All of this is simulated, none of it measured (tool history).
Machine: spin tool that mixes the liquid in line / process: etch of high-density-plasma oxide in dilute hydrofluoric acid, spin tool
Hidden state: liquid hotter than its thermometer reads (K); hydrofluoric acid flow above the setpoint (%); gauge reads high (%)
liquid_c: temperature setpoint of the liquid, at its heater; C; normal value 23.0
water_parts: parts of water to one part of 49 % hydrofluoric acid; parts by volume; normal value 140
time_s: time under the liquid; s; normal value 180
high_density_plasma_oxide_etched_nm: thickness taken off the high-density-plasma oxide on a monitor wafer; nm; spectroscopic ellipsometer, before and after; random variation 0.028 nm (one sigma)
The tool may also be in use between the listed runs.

run    hour  liquid_c  water_parts  time_s  wafers since the last listed run  hours since the thermometer was replaced  hours since the hydrofluoric acid flow meter was replaced  hours since the gauge calibration  read-back film thickness of the high-density-plasma oxide reference wafer, read on the same gauge (nm)  high_density_plasma_oxide_etched_nm
  1     0.0      23.0          140     180                                 0                                    2074.9                                                      809.1                              245.4                                                                                                  149.99                                 7.26
  2    66.6      23.0          140     180                               315                                    2141.5                                                      875.7                              312.0                                                                                                  150.00                                 7.25
  3   114.8      23.0          140     180                               228                                    2189.7                                                      923.9                              360.2                                                                                                  149.98                                 7.28
  4   178.3      23.0          140     180                               300                                    2253.2                                                      987.4                              423.7                                                                                                  149.96                                 7.31
  5   249.1      23.0          140     180                               335                                    2324.0                                                     1058.2                              494.5                                                                                                  149.96                                 7.27
  6   304.0      23.0          140     180                               259                                    2378.9                                                     1113.1                              549.4                                                                                                  149.97                                 7.30
  7   409.5      23.0          140     180                               499                                    2484.4                                                     1218.6                              654.9                                                                                                  150.02                                 7.33
  8   467.4      23.0          140     180                               274                                    2542.3                                                     1276.5                              712.8                                                                                                  150.03                                 7.40
  9   556.8      23.0          140     180                               423                                    2631.7                                                     1365.9                              802.2                                                                                                  150.01                                 7.36
      586.9  -- thermometer replaced
 10   621.4      23.0          140     180                               301                                      34.5                                                     1430.5                              866.8                                                                                                  149.96                                 6.85
 11   692.4      23.0          140     180                               336                                     105.5                                                     1501.5                              937.8                                                                                                  150.02                                 6.92
 12   763.6      23.0          140     180                               337                                     176.7                                                     1572.7                             1009.0                                                                                                  149.99                                 6.88
 13   836.7      23.0          195     275                               346                                     249.8                                                     1645.8                             1082.1                                                                                                  149.98                                 7.10
 14   917.5      26.0          140     130                               382                                     330.6                                                     1726.6                             1162.9                                                                                                  150.04                                 5.54
      993.5  -- hydrofluoric acid flow meter replaced
 15   999.1      20.5           75     145                               381                                     412.2                                                        5.6                             1244.5                                                                                                  149.97                                10.18
 16  1080.3      25.0          175     235                               384                                     493.4                                                       86.8                             1325.7                                                                                                  150.00                                 7.53
 17  1141.4      26.0          180     180                               289                                     554.5                                                      147.9                             1386.8                                                                                                  150.00                                 5.76
 18  1231.8      21.0          140      75                               427                                     644.9                                                      238.3                             1477.2                                                                                                  149.96                                 2.68
 19  1283.3      23.0          140     180                               243                                     696.4                                                      289.8                             1528.7                                                                                                  150.00                                 6.97
     1283.7  -- gauge calibrated
 20  1384.9      20.5          140     180                               480                                     798.0                                                      391.4                              101.2                                                                                                  149.95                                 6.35
 21  1439.0      26.5          175      70                               256                                     852.1                                                      445.5                              155.3                                                                                                  150.04                                 2.39
 22  1516.3      23.0          140     180                               365                                     929.4                                                      522.8                              232.6                                                                                                  149.99                                 6.97
 23  1566.0      23.0          140     180                               235                                     979.1                                                      572.5                              282.3                                                                                                  150.05                                 6.98
 24  1661.0      23.0          140     180                               449                                    1074.1                                                      667.5                              377.3                                                                                                  150.02                                 7.07

Below are 4 alternative next runs, each starting from the tool's condition after run 24. Predict each:
  A  1661.5      23.0          140     210                                 2                                    1074.6                                                      668.0                              377.8                                                                                                       ?                                    ?
  B  1661.5      24.5          195     180                                 2                                    1074.6                                                      668.0                              377.8                                                                                                       ?                                    ?
  C  1661.5      20.0          140     280                                 2                                    1074.6                                                      668.0                              377.8                                                                                                       ?                                    ?
  D  1661.5      28.0          170     180                                 2                                    1074.6                                                      668.0                              377.8                                                                                                       ?                                    ?

run  read-back film thickness of the high-density-plasma oxide reference wafer, read on the same gauge (nm)  high_density_plasma_oxide_etched_nm
  A                                                                                                  149.99                                 8.19
  B                                                                                                  149.99                                 5.01
  C                                                                                                  149.99                                 9.71
  D                                                                                                  149.99                                 6.72
Without the tool's unlogged condition, the same runs would have read:
run  high_density_plasma_oxide_etched_nm
  A                                 7.94
  B                                 4.86
  C                                 9.40
  D                                 6.52
